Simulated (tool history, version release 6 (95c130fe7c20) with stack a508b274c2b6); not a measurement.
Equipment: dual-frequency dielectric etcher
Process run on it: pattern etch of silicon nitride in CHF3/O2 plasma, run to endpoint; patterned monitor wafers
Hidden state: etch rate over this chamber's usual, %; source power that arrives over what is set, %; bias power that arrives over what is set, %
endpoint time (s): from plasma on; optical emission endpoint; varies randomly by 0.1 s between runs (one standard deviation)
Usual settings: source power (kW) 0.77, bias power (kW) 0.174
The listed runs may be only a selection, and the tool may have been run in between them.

run	hour	source power (kW)	bias power (kW)	wafers since the last listed run	hours since the last wet clean	hours since the last source power generator calibration	hours since the last bias power generator calibration	hours since the last upper electrode change	incoming incoming film thickness, nm	endpoint time (s)
1	0	0.77	0.174	0	215.4	3574.7	1402.2	3878.6	62.7	35.1
2	89.5	0.77	0.174	832	304.9	3664.2	1491.7	3968.1	62.5	35.3
3	197.3	0.89	0.153	1003	412.7	3772	1599.5	4075.9	63.2	35.8
4	253.3	0.77	0.159	521	468.7	3828	1655.5	4131.9	62.9	37.1
# hour 348.3: wet clean of the chamber
5	348.8	0.77	0.159	665	0.5	3923.5	1751	4227.4	63.2	36
6	440.5	0.77	0.159	853	92.2	4015.2	1842.7	4319.1	63	36.2
7	500.6	0.77	0.174	559	152.3	4075.3	1902.8	4379.2	62.7	34.9
# hour 583.2: source power generator calibrated
8	584.5	0.77	0.174	743	236.2	1.3	1986.7	4463.1	63	35.5
9	636.4	0.62	0.143	482	288.1	53.2	2038.6	4515	63.1	41.6
10	708.4	0.77	0.174	670	360.1	125.2	2110.6	4587	62.5	35.2
11	783.1	0.77	0.174	695	434.8	199.9	2185.3	4661.7	62.9	35.8
12	846.2	0.77	0.174	587	497.9	263	2248.4	4724.8	62.6	35.8
# hour 914.7: wet clean of the chamber
13	915.2	0.77	0.212	418	0.5	332	2317.4	4793.8	62.8	31.7
14	1021	0.63	0.174	984	106.3	437.8	2423.2	4899.6	62.8	37.3
# hour 1083.9: upper electrode replaced
15	1122.5	0.67	0.143	721	207.8	539.3	2524.7	38.6	62.7	39.3
16	1197	0.77	0.174	693	282.3	613.8	2599.2	113.1	62.7	34.8
17	1291.2	0.85	0.174	876	376.5	708	2693.4	207.3	62.7	33.9
# hour 1354.7: bias power generator calibrated
18	1394.9	0.96	0.145	927	480.2	811.7	40.2	311	62.4	35.3
19	1435.1	0.77	0.174	374	520.4	851.9	80.4	351.2	62.4	36.1
# hour 1474.5: wet clean of the chamber
20	1520.9	0.77	0.196	575	46.4	937.7	166.2	437	63.3	33.3
21	1616.3	0.59	0.186	887	141.8	1033.1	261.6	532.4	63.5	37.9
22	1684.9	0.58	0.206	638	210.4	1101.7	330.2	601	62.4	36.4
23	1739.6	0.95	0.154	509	265.1	1156.4	384.9	655.7	62.9	34.4
24	1814.4	0.62	0.143	696	339.9	1231.2	459.7	730.5	62.2	41.4

Predict each of these 4 candidate next runs independently; none follows another, all start after run 24:
A	1814.8	0.77	0.174	3	340.3	1231.6	460.1	730.9	62.9	?
B	1814.8	0.71	0.161	3	340.3	1231.6	460.1	730.9	62.9	?
C	1814.8	0.84	0.191	3	340.3	1231.6	460.1	730.9	62.9	?
D	1814.8	0.91	0.148	3	340.3	1231.6	460.1	730.9	62.9	?

run	endpoint time (s)
A	35.6
B	37.8
C	33.2
D	35.5
Without the tool's hidden state the same runs would have given:
run	endpoint time (s)
A	34.8
B	36.9
C	32.4
D	34.7
